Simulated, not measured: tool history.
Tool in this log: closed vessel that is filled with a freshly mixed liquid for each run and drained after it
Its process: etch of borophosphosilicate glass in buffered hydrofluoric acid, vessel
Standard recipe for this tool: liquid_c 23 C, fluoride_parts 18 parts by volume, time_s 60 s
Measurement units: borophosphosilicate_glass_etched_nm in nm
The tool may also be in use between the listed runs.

run    hour  liquid_c  fluoride_parts  time_s  wafers since the last listed run  hours since the thermometer was replaced  hours since the hydrofluoric acid flow meter was replaced  hours since the gauge calibration  read-back film thickness of the borophosphosilicate glass reference wafer, read on the same gauge (nm)  borophosphosilicate_glass_etched_nm
  1       0        23              18      60                                 0                                    1987.1                                                      928.2                              699.4                                                                                                   50.01                                48.22
  2    35.5        23              18      60                              4770                                    2022.6                                                      963.7                              734.9                                                                                                   49.97                                48.51
  3    68.7        23              18      60                              4461                                    2055.8                                                      996.9                              768.1                                                                                                   49.99                                48.15
  4   125.2        23              18      60                              7592                                    2112.3                                                     1053.4                              824.6                                                                                                      50                                48.11
  5   195.3        23              18      60                              9419                                    2182.4                                                     1123.5                              894.7                                                                                                      50                                47.91
  6   219.8        23              18      60                              3292                                    2206.9                                                       1148                              919.2                                                                                                   49.98                                47.42
  7   248.1        23              18      60                              3802                                    2235.2                                                     1176.3                              947.5                                                                                                   49.99                                47.47
  8   318.2        23              18      60                              9419                                    2305.3                                                     1246.4                             1017.6                                                                                                   49.98                                47.36
  9   366.3      26.5              18      60                              6463                                    2353.4                                                     1294.5                             1065.7                                                                                                   49.99                                57.47
 10     393      26.5              18      60                              3587                                    2380.1                                                     1321.2                             1092.4                                                                                                      50                                57.22
 11   434.5      26.5              18      60                              5576                                    2421.6                                                     1362.7                             1133.9                                                                                                      50                                57.12
 12     469      20.5              18      60                              4635                                    2456.1                                                     1397.2                             1168.4                                                                                                      50                                41.07
 13     532        23            19.5      60                              8465                                    2519.1                                                     1460.2                             1231.4                                                                                                   50.01                                43.41
 14   571.9        23            19.5      60                              5361                                      2559                                                     1500.1                             1271.3                                                                                                   50.03                                43.76
 15   603.9        23            19.5      60                              4300                                      2591                                                     1532.1                             1303.3                                                                                                   49.99                                43.59
 16   644.5        23              18      60                              5455                                    2631.6                                                     1572.7                             1343.9                                                                                                   50.02                                   47
 17   694.9        27            12.5      35                              6772                                      2682                                                     1623.1                             1394.3                                                                                                   50.02                                48.85
 18     756        23              24      30                              8210                                    2743.1                                                     1684.2                             1455.4                                                                                                   49.98                                18.61
      758.1  -- thermometer replaced
 19   820.5        23              18      60                              8532                                      62.4                                                     1748.7                             1519.9                                                                                                   50.02                                51.98
 20   890.5      26.5              18      70                              9406                                     132.4                                                     1818.7                             1589.9                                                                                                   50.02                                73.35
 21   936.6        23              18      60                              6194                                     178.5                                                     1864.8                               1636                                                                                                   50.01                                51.92
      954.8  -- gauge calibrated
 22     998        25              18      60                              8250                                     239.9                                                     1926.2                               43.2                                                                                                   49.98                                 57.5
 23  1048.8        20              18      60                              6826                                     290.7                                                       1977                                 94                                                                                                   49.98                                43.45
     1073.7  -- hydrofluoric acid flow meter replaced
 24  1083.2        19              18      60                              4488                                     325.1                                                        9.5                              128.4                                                                                                      50                                 40.9
 25  1147.7        19              23      85                              8667                                     389.6                                                         74                              192.9                                                                                                   49.99                                48.05
 26  1218.9      24.5              21      95                              9567                                     460.8                                                      145.2                              264.1                                                                                                   50.03                                76.37
 27  1255.2        23              18      60                              4877                                     497.1                                                      181.5                              300.4                                                                                                   49.99                                51.49
 28  1322.3        23              18      60                              9016                                     564.2                                                      248.6                              367.5                                                                                                   49.98                                50.95
 29    1387        23              12      50                              8694                                     628.9                                                      313.3                              432.2                                                                                                   49.98                                62.96
 30  1457.3      18.5              15      85                              9446                                     699.2                                                      383.6                              502.5                                                                                                      50                                67.24
 31  1509.3        23              18      60                              6987                                     751.2                                                      435.6                              554.5                                                                                                   49.99                                50.77

Measured less the same run without the tool's hidden state. The same run-to-run variation is in both; the gauge's scatter may not be:
The tool's hidden condition here consists of: liquid colder than its thermometer reads (K); hydrofluoric acid flow below the setpoint (%); gauge reads high (%).
run  borophosphosilicate_glass_etched_nm
  1                                -4.65
  2                                -4.77
  3                                -4.79
  4                                 -4.9
  5                                -5.03
  6                                -5.03
  7                                 -5.1
  8                                -5.22
  9                                -6.34
 10                                -6.38
 11                                -6.47
 12                                -4.88
 13                                -5.22
 14                                -5.34
 15                                -5.38
 16                                -5.88
 17                                -6.06
 18                                -2.44
 19                                -0.71
 20                                -1.22
 21                                -0.98
 22                                -1.19
 23                                -1.03
 24                                -1.04
 25                                -1.33
 26                                -2.31
 27                                -1.63
 28                                -1.75
 29                                -2.33
 30                                -2.77
 31                                -2.15
